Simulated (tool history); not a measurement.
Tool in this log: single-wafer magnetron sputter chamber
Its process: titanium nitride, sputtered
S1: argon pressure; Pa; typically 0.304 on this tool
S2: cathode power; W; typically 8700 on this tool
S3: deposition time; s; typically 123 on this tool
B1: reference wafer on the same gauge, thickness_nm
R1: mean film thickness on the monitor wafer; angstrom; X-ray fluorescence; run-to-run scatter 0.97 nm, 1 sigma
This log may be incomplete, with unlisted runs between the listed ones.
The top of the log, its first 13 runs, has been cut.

run   hour     S1     S2   S3       B1       R1
 14  362.6  0.304   9850  123  212.910  2371.60
     377.8  -- magnet pack replaced
     383.7  -- gauge calibrated
 15  388.3  0.304   9850  123  213.690  2370.37
 16  408.4  0.304   8700  123  212.952  2158.70
 17  427.6  0.343   7200  137  212.861  2092.05
 18  443.0  0.395   9300  123  213.091  2182.86
 19  486.8  0.304   8700  123  213.115  2147.21
 20  515.3  0.418   8050  111  213.690  1772.61
 21  537.1  0.236   7650  123  213.011  1986.18
 22  551.3  0.395   9300  123  212.670  2160.28
 23  575.7  0.401   8700  123  212.955  2075.52
 24  603.4  0.353   8100  123  212.966  2001.34
 25  628.4  0.304   8700  123  212.815  2152.26
 26  655.8  0.422  10200  103  213.000  1922.02
 27  673.6  0.304   9400  130  212.567  2386.47
 28  689.2  0.398   8700  111  213.336  1867.59
 29  719.2  0.304   8700  123  213.254  2145.63
 30  735.6  0.304   8700  114  213.185  1956.22
 31  765.5  0.304   8700  131  212.807  2256.03

Each row is a separate what-if for the run after 31, all from the same tool condition, not one after another. Results?
  A  765.9  0.304  7300  123   ?   ?
  B  765.9  0.304  7500  123   ?   ?
  C  765.9  0.348  8700  123   ?   ?
  D  765.9  0.229  8050  113   ?   ?

run       B1       R1
  A  212.983  1890.13
  B  212.983  1924.36
  C  212.983  2102.60
  D  212.983  1895.72
Without the tool's hidden state the same runs would have given:
run       R1
  A  1943.61
  B  1978.81
  C  2162.09
  D  1949.36
